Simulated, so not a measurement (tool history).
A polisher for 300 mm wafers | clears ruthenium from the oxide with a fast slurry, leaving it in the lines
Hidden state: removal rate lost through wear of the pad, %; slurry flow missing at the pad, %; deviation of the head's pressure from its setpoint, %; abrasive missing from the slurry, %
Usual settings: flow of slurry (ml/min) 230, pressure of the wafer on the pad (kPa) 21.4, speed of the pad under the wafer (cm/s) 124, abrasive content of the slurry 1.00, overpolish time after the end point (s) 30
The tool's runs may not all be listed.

run,hour,flow of slurry (ml/min),pressure of the wafer on the pad (kPa),speed of the pad under the wafer (cm/s),abrasive content of the slurry,overpolish time after the end point (s),wafers since the last listed run,wafers polished on this pad,hours since the slurry nozzle was cleaned,hours since the head pressure was calibrated,hours since the slurry blender was calibrated,"incoming thickness of the incoming film, nm",time until the end point was called (s),dishing of a wide line in a test structure (Å)
1,0.0,295,21.4,124,1.00,30,0,1827,329.0,836.1,491.4,160.4,26.3,1127
# hour 35.2: head pressure recalibrated
2,58.7,230,21.4,124,1.00,30,572,2400,387.7,23.5,550.1,159.2,26.6,1091
3,105.8,230,21.4,124,1.00,30,475,2875,434.8,70.6,597.2,160.7,27.5,1108
# hour 141.7: slurry blender recalibrated
4,197.3,230,21.4,124,0.80,30,903,3778,526.3,162.1,55.6,160.5,29.4,1048
# hour 261.5: slurry nozzle cleaned
5,305.1,230,21.4,124,0.80,30,1077,4856,43.6,269.9,163.4,159.7,30.1,1043
6,356.9,230,21.4,158,1.10,30,522,5379,95.4,321.7,215.2,160.0,23.5,1242
# hour 399.3: worn pad replaced by a new one
7,464.6,230,21.4,158,1.10,30,1046,659,203.1,429.4,322.9,159.0,22.5,1290
8,541.7,230,23.4,124,0.90,30,778,1437,280.2,506.5,400.0,159.9,25.3,1173
9,633.7,230,21.4,124,1.00,30,928,2366,372.2,598.5,492.0,160.7,28.1,1111
# hour 647.6: slurry blender recalibrated
10,697.4,230,21.4,124,0.75,30,622,2989,435.9,662.2,49.8,161.8,31.6,1020
11,743.3,180,21.4,124,1.25,30,463,3452,481.8,708.1,95.7,158.3,27.1,1120
# hour 775.3: slurry nozzle cleaned
12,788.7,230,21.4,124,1.00,30,448,3900,13.4,753.5,141.1,158.9,27.7,1070
13,865.5,230,21.4,124,1.15,30,775,4675,90.2,830.3,217.9,162.4,28.5,1110
# hour 892.9: head pressure recalibrated
14,909.0,230,21.4,150,1.00,30,418,5094,133.7,16.1,261.4,159.8,25.1,1145
# hour 980.6: worn pad replaced by a new one
15,986.9,300,21.4,124,1.00,30,745,63,211.6,94.0,339.3,160.7,26.7,1141
16,1075.5,180,21.4,124,1.00,30,894,957,300.2,182.6,427.9,158.6,28.1,1063
17,1155.8,255,14.5,152,1.00,30,810,1768,380.5,262.9,508.2,159.7,33.9,948
18,1224.7,230,21.4,124,0.75,30,695,2463,449.4,331.8,577.1,159.1,29.9,1042
# hour 1264.9: slurry blender recalibrated
19,1324.9,230,21.4,124,1.00,30,991,3454,549.6,432.0,60.0,160.3,28.0,1104
# hour 1333.3: slurry nozzle cleaned
20,1400.9,180,21.4,124,1.25,30,757,4211,67.6,508.0,136.0,159.1,27.3,1133
# hour 1488.9: worn pad replaced by a new one
21,1507.4,230,21.4,124,0.70,30,1034,187,174.1,614.5,242.5,157.1,29.4,1042
22,1597.6,250,21.4,124,1.00,30,910,1097,264.3,704.7,332.7,156.2,26.0,1132
23,1698.6,230,21.4,124,1.00,30,1019,2116,365.3,805.7,433.7,161.9,27.1,1125
24,1749.4,230,21.4,124,1.00,30,512,2629,416.1,856.5,484.5,159.0,27.3,1081
25,1787.7,230,14.5,124,1.00,30,386,3016,454.4,894.8,522.8,159.1,40.6,830
# hour 1790.1: head pressure recalibrated
26,1861.0,185,24.8,124,1.00,46,719,3735,527.7,70.9,596.1,159.8,25.0,1570
# hour 1882.0: slurry nozzle cleaned
# hour 1907.7: slurry blender recalibrated
27,1914.2,230,21.4,124,0.80,39,506,4242,32.2,124.1,6.5,160.7,29.8,1247

Forecast run 28:
28,1971.1,230,21.4,142,1.00,30,574,4816,89.1,181.0,63.4,161.6,?,?

Run 28 gave time until the end point was called (s) 25.5, dishing of a wide line in a test structure (Å) 1150.
Without the tool's hidden state the same run would have given time until the end point was called (s) 24.4, dishing of a wide line in a test structure (Å) 1185.

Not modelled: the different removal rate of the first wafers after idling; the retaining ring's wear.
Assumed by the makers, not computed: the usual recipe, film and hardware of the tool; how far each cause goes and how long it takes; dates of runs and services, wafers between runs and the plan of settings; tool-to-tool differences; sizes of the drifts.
